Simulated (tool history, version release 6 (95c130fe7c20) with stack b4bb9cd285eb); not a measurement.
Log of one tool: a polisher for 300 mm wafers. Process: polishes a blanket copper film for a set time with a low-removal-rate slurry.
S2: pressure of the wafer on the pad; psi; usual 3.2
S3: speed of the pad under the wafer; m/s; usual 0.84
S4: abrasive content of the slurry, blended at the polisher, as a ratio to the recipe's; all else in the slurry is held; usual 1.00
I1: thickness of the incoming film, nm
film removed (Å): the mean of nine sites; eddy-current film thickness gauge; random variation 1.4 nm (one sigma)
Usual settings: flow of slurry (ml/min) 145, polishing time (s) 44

{"run": 1, "hour": 0.0, "flow of slurry (ml/min)": 145, "S2": 3.2, "S3": 0.84, "S4": 1.0, "polishing time (s)": 44, "I1": 1219.5, "film removed (Å)": 1230}
{"run": 2, "hour": 18.0, "flow of slurry (ml/min)": 145, "S2": 3.9, "S3": 0.84, "S4": 1.0, "polishing time (s)": 44, "I1": 1203.5, "film removed (Å)": 1483}
{"run": 3, "hour": 43.4, "flow of slurry (ml/min)": 145, "S2": 3.9, "S3": 0.84, "S4": 1.0, "polishing time (s)": 44, "I1": 1218.7, "film removed (Å)": 1472}
{"hour": 63.1, "done": "slurry blender recalibrated"}
{"run": 4, "hour": 71.9, "flow of slurry (ml/min)": 145, "S2": 3.2, "S3": 0.84, "S4": 1.05, "polishing time (s)": 44, "I1": 1222.7, "film removed (Å)": 1331}
{"run": 5, "hour": 90.3, "flow of slurry (ml/min)": 145, "S2": 3.2, "S3": 0.84, "S4": 1.05, "polishing time (s)": 44, "I1": 1198.5, "film removed (Å)": 1301}
{"run": 6, "hour": 112.6, "flow of slurry (ml/min)": 145, "S2": 3.2, "S3": 0.84, "S4": 1.0, "polishing time (s)": 38, "I1": 1217.9, "film removed (Å)": 1128}
{"run": 7, "hour": 140.1, "flow of slurry (ml/min)": 125, "S2": 3.2, "S3": 0.84, "S4": 1.0, "polishing time (s)": 44, "I1": 1212.5, "film removed (Å)": 1259}
{"hour": 153.4, "done": "worn pad replaced by a new one"}
{"run": 8, "hour": 170.0, "flow of slurry (ml/min)": 125, "S2": 3.2, "S3": 0.84, "S4": 1.0, "polishing time (s)": 44, "I1": 1237.3, "film removed (Å)": 1272}
{"hour": 186.0, "done": "slurry nozzle cleaned"}
{"run": 9, "hour": 193.4, "flow of slurry (ml/min)": 145, "S2": 3.2, "S3": 0.84, "S4": 1.0, "polishing time (s)": 44, "I1": 1229.9, "film removed (Å)": 1341}
{"hour": 196.4, "done": "head pressure recalibrated"}
{"run": 10, "hour": 207.3, "flow of slurry (ml/min)": 145, "S2": 3.2, "S3": 0.84, "S4": 1.0, "polishing time (s)": 40, "I1": 1215.2, "film removed (Å)": 1224}
{"run": 11, "hour": 302.3, "flow of slurry (ml/min)": 145, "S2": 4.2, "S3": 0.84, "S4": 1.0, "polishing time (s)": 44, "I1": 1228.5, "film removed (Å)": 1715}
{"run": 12, "hour": 327.0, "flow of slurry (ml/min)": 145, "S2": 3.2, "S3": 0.7, "S4": 1.0, "polishing time (s)": 44, "I1": 1241.9, "film removed (Å)": 1100}
{"run": 13, "hour": 356.4, "flow of slurry (ml/min)": 145, "S2": 2.2, "S3": 0.84, "S4": 1.0, "polishing time (s)": 51, "I1": 1234.9, "film removed (Å)": 1047}
{"hour": 383.0, "done": "worn pad replaced by a new one"}
{"run": 14, "hour": 389.5, "flow of slurry (ml/min)": 110, "S2": 3.2, "S3": 0.84, "S4": 1.2, "polishing time (s)": 44, "I1": 1214.8, "film removed (Å)": 1275}
{"run": 15, "hour": 410.5, "flow of slurry (ml/min)": 145, "S2": 3.2, "S3": 0.72, "S4": 1.15, "polishing time (s)": 44, "I1": 1232.7, "film removed (Å)": 1111}
{"run": 16, "hour": 442.9, "flow of slurry (ml/min)": 120, "S2": 3.2, "S3": 0.6, "S4": 0.9, "polishing time (s)": 48, "I1": 1198.8, "film removed (Å)": 928}
{"run": 17, "hour": 455.9, "flow of slurry (ml/min)": 145, "S2": 4.0, "S3": 0.84, "S4": 1.0, "polishing time (s)": 44, "I1": 1203.9, "film removed (Å)": 1579}
{"run": 18, "hour": 487.2, "flow of slurry (ml/min)": 115, "S2": 3.2, "S3": 0.84, "S4": 1.0, "polishing time (s)": 53, "I1": 1229.7, "film removed (Å)": 1436}
{"run": 19, "hour": 512.6, "flow of slurry (ml/min)": 175, "S2": 4.1, "S3": 0.84, "S4": 1.0, "polishing time (s)": 44, "I1": 1242.4, "film removed (Å)": 1624}
{"hour": 521.0, "done": "slurry blender recalibrated"}
{"run": 20, "hour": 532.3, "flow of slurry (ml/min)": 145, "S2": 2.9, "S3": 1.08, "S4": 0.75, "polishing time (s)": 58, "I1": 1228.1, "film removed (Å)": 1952}
{"run": 21, "hour": 566.8, "flow of slurry (ml/min)": 115, "S2": 2.8, "S3": 0.92, "S4": 1.0, "polishing time (s)": 44, "I1": 1230.2, "film removed (Å)": 1203}
{"hour": 577.2, "done": "worn pad replaced by a new one"}
{"run": 22, "hour": 597.5, "flow of slurry (ml/min)": 145, "S2": 3.2, "S3": 0.84, "S4": 1.0, "polishing time (s)": 44, "I1": 1204.3, "film removed (Å)": 1299}
{"run": 23, "hour": 622.8, "flow of slurry (ml/min)": 145, "S2": 3.2, "S3": 0.84, "S4": 1.0, "polishing time (s)": 44, "I1": 1217.4, "film removed (Å)": 1295}
{"run": 24, "hour": 647.0, "flow of slurry (ml/min)": 145, "S2": 3.9, "S3": 0.84, "S4": 1.0, "polishing time (s)": 44, "I1": 1219.2, "film removed (Å)": 1564}
{"run": 25, "hour": 663.6, "flow of slurry (ml/min)": 110, "S2": 3.2, "S3": 0.84, "S4": 1.2, "polishing time (s)": 44, "I1": 1229.9, "film removed (Å)": 1247}
{"run": 26, "hour": 682.2, "flow of slurry (ml/min)": 145, "S2": 3.2, "S3": 0.84, "S4": 1.0, "polishing time (s)": 44, "I1": 1220.0, "film removed (Å)": 1271}
{"run": 27, "hour": 708.3, "flow of slurry (ml/min)": 145, "S2": 3.2, "S3": 0.94, "S4": 1.3, "polishing time (s)": 44, "I1": 1223.4, "film removed (Å)": 1480}
{"run": 28, "hour": 721.0, "flow of slurry (ml/min)": 145, "S2": 3.2, "S3": 0.84, "S4": 1.15, "polishing time (s)": 49, "I1": 1203.8, "film removed (Å)": 1452}
{"run": 29, "hour": 736.2, "flow of slurry (ml/min)": 165, "S2": 3.2, "S3": 1.04, "S4": 1.0, "polishing time (s)": 44, "I1": 1206.8, "film removed (Å)": 1580}
{"run": 30, "hour": 764.1, "flow of slurry (ml/min)": 145, "S2": 3.2, "S3": 0.84, "S4": 1.0, "polishing time (s)": 44, "I1": 1217.7, "film removed (Å)": 1285}

Some steps in film removed (Å) between neighbouring runs. How much of each would the tool show without its hidden state too (settings, what came in, random variation), and how much is left for the hidden state, with any gauge scatter that isn't in both results?
The hidden state here: removal rate lost through wear of the pad, %; slurry flow missing at the pad, %; deviation of the head's pressure from its setpoint, %; abrasive missing from the slurry, %.
Run 3 -> 4: S2 3.9 -> 3.2, S4 1.00 -> 1.05, slurry blender recalibrated. film removed (Å) -141: hidden state +132, all else -273.
Run 10 -> 11: S2 3.2 -> 4.2, polishing time (s) 40 -> 44. film removed (Å) +491: hidden state -80, all else +571.
Run 11 -> 12: S2 4.2 -> 3.2, S3 0.84 -> 0.70. film removed (Å) -615: hidden state +34, all else -649.
Run 16 -> 17: flow of slurry (ml/min) 120 -> 145, S2 3.2 -> 4.0, S3 0.60 -> 0.84, S4 0.90 -> 1.00, polishing time (s) 48 -> 44. film removed (Å) +651: hidden state -78, all else +729.
Run 19 -> 20: flow of slurry (ml/min) 175 -> 145, S2 4.1 -> 2.9, S3 0.84 -> 1.08, S4 1.00 -> 0.75, polishing time (s) 44 -> 58, slurry blender recalibrated. film removed (Å) +328: hidden state +93, all else +235.
Run 20 -> 21: flow of slurry (ml/min) 145 -> 115, S2 2.9 -> 2.8, S3 1.08 -> 0.92, S4 0.75 -> 1.00, polishing time (s) 58 -> 44. film removed (Å) -749: hidden state +27, all else -776.
